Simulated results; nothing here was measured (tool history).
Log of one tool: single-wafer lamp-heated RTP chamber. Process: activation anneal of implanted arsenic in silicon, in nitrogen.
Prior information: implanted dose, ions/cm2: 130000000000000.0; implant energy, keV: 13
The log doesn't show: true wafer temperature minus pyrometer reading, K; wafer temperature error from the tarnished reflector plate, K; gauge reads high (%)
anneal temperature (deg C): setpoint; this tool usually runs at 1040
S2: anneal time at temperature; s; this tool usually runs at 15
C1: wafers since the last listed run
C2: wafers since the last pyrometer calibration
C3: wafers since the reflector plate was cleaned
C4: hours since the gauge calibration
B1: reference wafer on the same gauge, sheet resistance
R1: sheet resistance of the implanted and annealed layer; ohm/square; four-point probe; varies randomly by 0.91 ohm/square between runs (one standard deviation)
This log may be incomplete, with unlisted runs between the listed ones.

run 1 day=0 | anneal_temperature_(deg_C)=1040 S2=15 | C1=0 C2=2397 C3=1236 C4=278.1 | B1=606.42 | R1=600.74
run 2 day=0.746 | anneal_temperature_(deg_C)=1040 S2=15 | C1=226 C2=2623 C3=1462 C4=296 | B1=606.06 | R1=600.58
run 3 day=1.804 | anneal_temperature_(deg_C)=1047 S2=15 | C1=321 C2=2945 C3=1784 C4=321.4 | B1=605.73 | R1=598.78
run 4 day=2.421 | anneal_temperature_(deg_C)=1047 S2=15 | C1=187 C2=3132 C3=1971 C4=336.2 | B1=605.54 | R1=597.81
-- day=2.8 gauge calibrated
run 5 day=3.138 | anneal_temperature_(deg_C)=1040 S2=15 | C1=217 C2=3350 C3=2189 C4=8.1 | B1=609.83 | R1=605.51
run 6 day=4.325 | anneal_temperature_(deg_C)=1040 S2=15 | C1=360 C2=3711 C3=2550 C4=36.6 | B1=609.37 | R1=603.51
run 7 day=5.058 | anneal_temperature_(deg_C)=1040 S2=15 | C1=222 C2=3934 C3=2773 C4=54.2 | B1=609.03 | R1=603.39
run 8 day=7.096 | anneal_temperature_(deg_C)=1029 S2=15 | C1=619 C2=4553 C3=3392 C4=103.1 | B1=608.17 | R1=605.22
run 9 day=8.217 | anneal_temperature_(deg_C)=1029 S2=15 | C1=340 C2=4893 C3=3732 C4=130 | B1=607.79 | R1=606.59
run 10 day=9.429 | anneal_temperature_(deg_C)=1040 S2=20 | C1=368 C2=5262 C3=4101 C4=159.1 | B1=607.17 | R1=600.41
run 11 day=10.025 | anneal_temperature_(deg_C)=1040 S2=20 | C1=181 C2=5443 C3=4282 C4=173.4 | B1=607.07 | R1=600.02
run 12 day=11.108 | anneal_temperature_(deg_C)=1040 S2=11 | C1=329 C2=5772 C3=4611 C4=199.4 | B1=606.47 | R1=603.6
run 13 day=12.067 | anneal_temperature_(deg_C)=1040 S2=11 | C1=291 C2=6063 C3=4902 C4=222.4 | B1=606.33 | R1=604.46
run 14 day=12.608 | anneal_temperature_(deg_C)=1040 S2=11 | C1=164 C2=6228 C3=5066 C4=235.4 | B1=605.81 | R1=602.76
run 15 day=13.483 | anneal_temperature_(deg_C)=1055 S2=15 | C1=265 C2=6493 C3=5332 C4=256.4 | B1=605.39 | R1=596.42
run 16 day=14.579 | anneal_temperature_(deg_C)=1040 S2=15 | C1=332 C2=6826 C3=5665 C4=282.7 | B1=605.23 | R1=599.87
run 17 day=15.617 | anneal_temperature_(deg_C)=1032 S2=7 | C1=315 C2=7142 C3=5980 C4=307.6 | B1=604.71 | R1=604.67
run 18 day=16.688 | anneal_temperature_(deg_C)=1054 S2=15 | C1=325 C2=7467 C3=6306 C4=333.3 | B1=604.16 | R1=596.03
run 19 day=17.208 | anneal_temperature_(deg_C)=1021 S2=22 | C1=158 C2=7625 C3=6464 C4=345.8 | B1=603.91 | R1=598.78
-- day=17.296 gauge calibrated
-- day=18.167 pyrometer window cleaned and pyrometer calibrated
-- day=18.471 reflector plate cleaned
run 20 day=21.517 | anneal_temperature_(deg_C)=1021 S2=22 | C1=1115 C2=925 C3=925 C4=101.3 | B1=609.39 | R1=604.61
run 21 day=22.838 | anneal_temperature_(deg_C)=1021 S2=13 | C1=401 C2=1326 C3=1326 C4=133 | B1=608.75 | R1=608.65
run 22 day=23.725 | anneal_temperature_(deg_C)=1040 S2=23 | C1=269 C2=1596 C3=1596 C4=154.3 | B1=608.59 | R1=596.49
run 23 day=24.738 | anneal_temperature_(deg_C)=1068 S2=9 | C1=307 C2=1903 C3=1903 C4=178.6 | B1=608 | R1=602.68
run 24 day=25.421 | anneal_temperature_(deg_C)=1040 S2=15 | C1=207 C2=2111 C3=2111 C4=195 | B1=607.77 | R1=601.64
run 25 day=25.975 | anneal_temperature_(deg_C)=1040 S2=11 | C1=168 C2=2279 C3=2279 C4=208.3 | B1=607.31 | R1=604.89
run 26 day=27.404 | anneal_temperature_(deg_C)=1051 S2=21 | C1=434 C2=2714 C3=2714 C4=242.6 | B1=607.02 | R1=594.83
run 27 day=28.067 | anneal_temperature_(deg_C)=1066 S2=24 | C1=201 C2=2915 C3=2915 C4=258.5 | B1=606.53 | R1=586.26
run 28 day=29.217 | anneal_temperature_(deg_C)=1040 S2=11 | C1=349 C2=3264 C3=3264 C4=286.1 | B1=606.21 | R1=604.08
run 29 day=30.471 | anneal_temperature_(deg_C)=1040 S2=7 | C1=381 C2=3645 C3=3645 C4=316.2 | B1=605.51 | R1=606.05
run 30 day=31.575 | anneal_temperature_(deg_C)=1040 S2=6 | C1=335 C2=3981 C3=3981 C4=342.7 | B1=605.05 | R1=604.73
run 31 day=32.138 | anneal_temperature_(deg_C)=1055 S2=21 | C1=170 C2=4152 C3=4152 C4=356.2 | B1=605.02 | R1=590.04

For each run, the measured value with the value that run would have given without the tool's hidden condition subtracted. The run-to-run variation is shared by both, the gauge scatter possibly not:
run=1 R1=-4.52
run=2 R1=-4.84
run=3 R1=-5.27
run=4 R1=-5.52
run=5 R1=-1.05
run=6 R1=-1.55
run=7 R1=-1.86
run=8 R1=-2.73
run=9 R1=-3.22
run=10 R1=-3.7
run=11 R1=-3.95
run=12 R1=-4.43
run=13 R1=-4.85
run=14 R1=-5.06
run=15 R1=-5.39
run=16 R1=-5.89
run=17 R1=-6.38
run=18 R1=-6.75
run=19 R1=-6.99
run=20 R1=-1.58
run=21 R1=-2.16
run=22 R1=-2.49
run=23 R1=-2.94
run=24 R1=-3.23
run=25 R1=-3.49
run=26 R1=-4.03
run=27 R1=-4.25
run=28 R1=-4.86
run=29 R1=-5.43
run=30 R1=-5.89
run=31 R1=-5.98
